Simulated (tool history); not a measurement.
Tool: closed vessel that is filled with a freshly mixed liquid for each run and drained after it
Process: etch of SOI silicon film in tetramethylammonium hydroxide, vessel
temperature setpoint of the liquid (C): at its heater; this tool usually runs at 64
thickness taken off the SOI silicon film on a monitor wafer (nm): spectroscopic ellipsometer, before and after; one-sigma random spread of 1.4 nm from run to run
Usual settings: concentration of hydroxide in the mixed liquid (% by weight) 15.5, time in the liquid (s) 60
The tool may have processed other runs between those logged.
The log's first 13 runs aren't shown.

| run | day | temperature setpoint of the liquid (C) | concentration of hydroxide in the mixed liquid (% by weight) | time in the liquid (s) | wafers since the last listed run | hours since the thermometer was replaced | hours since the hydroxide flow meter was replaced | hours since the gauge calibration | read-back film thickness of the SOI silicon film reference wafer, read on the same gauge (nm) | thickness taken off the SOI silicon film on a monitor wafer (nm) |
|---|---|---|---|---|---|---|---|---|---|---|
| 14 | 41.475 | 64 | 15.5 | 60 | 6359 | 2000.1 | 220 | 61 | 100.02 | 262.01 |
| 15 | 45.825 | 66.5 | 15.5 | 60 | 14186 | 2104.5 | 324.4 | 165.4 | 100.02 | 306.76 |
| 16 | 48.704 | 66.5 | 15.5 | 60 | 9389 | 2173.6 | 393.5 | 234.5 | 100.03 | 303.34 |
| 17 | 52.108 | 64 | 17 | 45 | 11102 | 2255.3 | 475.2 | 316.2 | 99.99 | 188.8 |
| 18 | 55.196 | 69 | 16.5 | 50 | 10069 | 2329.4 | 549.3 | 390.3 | 100 | 288 |
| 19 | 59.404 | 64 | 15.5 | 45 | 13724 | 2430.4 | 650.3 | 491.3 | 100 | 197.15 |
| 20 | 60.954 | 70 | 19.5 | 75 | 5055 | 2467.6 | 687.5 | 528.5 | 99.98 | 420.87 |
| 21 | 62.717 | 64 | 12.5 | 30 | 5748 | 2509.9 | 729.8 | 570.8 | 99.98 | 142.52 |
|  | 63.175 | thermometer replaced |
| 22 | 67.05 | 64 | 15.5 | 35 | 13996 | 93 | 833.8 | 674.8 | 100 | 160.7 |
| 23 | 68.912 | 64 | 15.5 | 60 | 6074 | 137.7 | 878.5 | 719.5 | 100 | 274.37 |
| 24 | 71.775 | 67.5 | 17.5 | 60 | 9335 | 206.4 | 947.2 | 788.2 | 99.99 | 320.32 |
| 25 | 73.525 | 56 | 15.5 | 95 | 5707 | 248.4 | 989.2 | 830.2 | 99.98 | 264.07 |
| 26 | 76.462 | 60.5 | 15.5 | 40 | 9580 | 318.9 | 1059.7 | 900.7 | 99.97 | 146.15 |
| 27 | 78.225 | 60.5 | 15.5 | 30 | 5748 | 361.2 | 1102 | 943 | 100.01 | 109.88 |
| 28 | 80.958 | 64 | 15.5 | 60 | 8914 | 426.8 | 1167.6 | 1008.6 | 99.99 | 270.91 |
| 29 | 82.792 | 64 | 15.5 | 60 | 5979 | 470.8 | 1211.6 | 1052.6 | 99.99 | 273.34 |
| 30 | 87.025 | 68 | 12 | 60 | 13806 | 572.4 | 1313.2 | 1154.2 | 100 | 383.99 |
| 31 | 89.362 | 61 | 13 | 45 | 7623 | 628.5 | 1369.3 | 1210.3 | 99.98 | 183.97 |
| 32 | 92.05 | 58.5 | 18 | 80 | 8764 | 693 | 1433.8 | 1274.8 | 99.99 | 244.05 |
| 33 | 94.15 | 64 | 15.5 | 70 | 6848 | 743.4 | 1484.2 | 1325.2 | 100.01 | 316.68 |
| 34 | 96.821 | 57.5 | 15.5 | 60 | 8710 | 807.5 | 1548.3 | 1389.3 | 100.05 | 180.38 |
| 35 | 100.642 | 68.5 | 17 | 75 | 12461 | 899.2 | 1640 | 1481 | 99.99 | 427.12 |

Branching from run 35: 3 alternative next runs. What would each branch give?
| A | 100.671 | 64 | 15.5 | 60 | 95 | 899.9 | 1640.7 | 1481.7 | ? | ? |
| B | 100.671 | 56.5 | 19 | 85 | 95 | 899.9 | 1640.7 | 1481.7 | ? | ? |
| C | 100.671 | 71 | 15.5 | 60 | 95 | 899.9 | 1640.7 | 1481.7 | ? | ? |

| run | read-back film thickness of the SOI silicon film reference wafer, read on the same gauge (nm) | thickness taken off the SOI silicon film on a monitor wafer (nm) |
|---|---|---|
| A | 100.01 | 268.84 |
| B | 100.01 | 220.4 |
| C | 100.01 | 408.42 |
Take away the tool's hidden state, keep each run's random variation, and the runs would have read:
| run | thickness taken off the SOI silicon film on a monitor wafer (nm) |
|---|---|
| A | 276.48 |
| B | 227 |
| C | 419.55 |
